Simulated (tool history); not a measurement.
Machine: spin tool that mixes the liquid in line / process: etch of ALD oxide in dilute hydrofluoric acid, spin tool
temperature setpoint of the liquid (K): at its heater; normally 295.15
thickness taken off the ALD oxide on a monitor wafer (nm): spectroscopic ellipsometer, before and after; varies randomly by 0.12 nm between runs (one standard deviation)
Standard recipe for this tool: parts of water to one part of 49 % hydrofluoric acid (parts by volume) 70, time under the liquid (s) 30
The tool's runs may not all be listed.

run   hour  temperature setpoint of the liquid (K)  parts of water to one part of 49 % hydrofluoric acid (parts by volume)  time under the liquid (s)  wafers since the last listed run  hours since the thermometer was replaced  hours since the hydrofluoric acid flow meter was replaced  hours since the gauge calibration  read-back film thickness of the ALD oxide reference wafer, read on the same gauge (nm)  thickness taken off the ALD oxide on a monitor wafer (nm)
  1      0                                  295.15                                                                      85                         30                                 0                                    1508.3                                                       1512                              758.5                                                                                  109.99                                                       9.52
  2   28.9                                  295.15                                                                      85                         30                               381                                    1537.2                                                     1540.9                              787.4                                                                                     110                                                       9.52
  3   88.2                                  295.15                                                                      70                         30                               783                                    1596.5                                                     1600.2                              846.7                                                                                  109.99                                                      11.68
  4  185.3                                  295.15                                                                      70                         30                              1282                                    1693.6                                                     1697.3                              943.8                                                                                  109.99                                                      11.44
  5  233.2                                  295.15                                                                      70                         30                               632                                    1741.5                                                     1745.2                              991.7                                                                                     110                                                       11.6
  6  295.5                                  295.15                                                                      70                         30                               822                                    1803.8                                                     1807.5                               1054                                                                                  109.98                                                      11.57
  7  327.4                                  295.15                                                                      70                         30                               421                                    1835.7                                                     1839.4                             1085.9                                                                                  109.98                                                      11.56
  8  361.9                                  295.15                                                                      70                         30                               455                                    1870.2                                                     1873.9                             1120.4                                                                                     110                                                      11.42
  9  412.3                                  295.15                                                                      70                         30                               665                                    1920.6                                                     1924.3                             1170.8                                                                                  110.03                                                      11.53
 10  447.4                                  295.15                                                                      70                         30                               463                                    1955.7                                                     1959.4                             1205.9                                                                                  109.98                                                      11.41
 11    510                                  295.15                                                                      70                         30                               826                                    2018.3                                                       2022                             1268.5                                                                                  110.01                                                      11.22
     518.9  -- gauge calibrated
 12  568.3                                  293.65                                                                      95                         30                               770                                    2076.6                                                     2080.3                               49.4                                                                                  110.01                                                        7.6
 13  618.9                                  292.15                                                                      90                         30                               668                                    2127.2                                                     2130.9                                100                                                                                  110.01                                                       7.62
 14  677.8                                  293.15                                                                      95                         25                               777                                    2186.1                                                     2189.8                              158.9                                                                                     110                                                       6.17
     701.2  -- thermometer replaced
 15    736                                  295.15                                                                      70                         40                               755                                      34.8                                                       2248                              217.1                                                                                     110                                                      16.01
 16  766.4                                  299.65                                                                      55                         25                               401                                      65.2                                                     2278.4                              247.5                                                                                  109.98                                                      15.62
     777.6  -- hydrofluoric acid flow meter replaced
 17    823                                  295.15                                                                      70                         35                               734                                     121.8                                                       45.4                              304.1                                                                                     110                                                       14.2
 18  853.9                                  295.15                                                                      70                         20                               408                                     152.7                                                       76.3                                335                                                                                  109.99                                                       8.01
 19  991.3                                  295.15                                                                      70                         30                              1814                                     290.1                                                      213.7                              472.4                                                                                  109.99                                                      12.19
 20   1026                                  296.65                                                                     100                         30                               458                                     324.8                                                      248.4                              507.1                                                                                     110                                                       8.56

What if the next run were any one of these 4? Each begins from the tool's condition after run 20:
  A  1026.4                                  295.15                                                                      70                         30                                 5                                     325.2                                                      248.8                              507.5                                                                                       ?                                                          ?
  B  1026.4                                  293.65                                                                     105                         30                                 5                                     325.2                                                      248.8                              507.5                                                                                       ?                                                          ?
  C  1026.4                                  290.15                                                                      50                         40                                 5                                     325.2                                                      248.8                              507.5                                                                                       ?                                                          ?
  D  1026.4                                  298.65                                                                      70                         30                                 5                                     325.2                                                      248.8                              507.5                                                                                       ?                                                          ?

run  read-back film thickness of the ALD oxide reference wafer, read on the same gauge (nm)  thickness taken off the ALD oxide on a monitor wafer (nm)
  A                                                                                  110.01                                                      12.01
  B                                                                                  110.01                                                       7.23
  C                                                                                  110.01                                                      18.52
  D                                                                                  110.01                                                      13.86
With the hidden condition removed and each run's random variation left untouched, the same runs would have given:
run  thickness taken off the ALD oxide on a monitor wafer (nm)
  A                                                      12.66
  B                                                       7.62
  C                                                      19.57
  D                                                      14.59
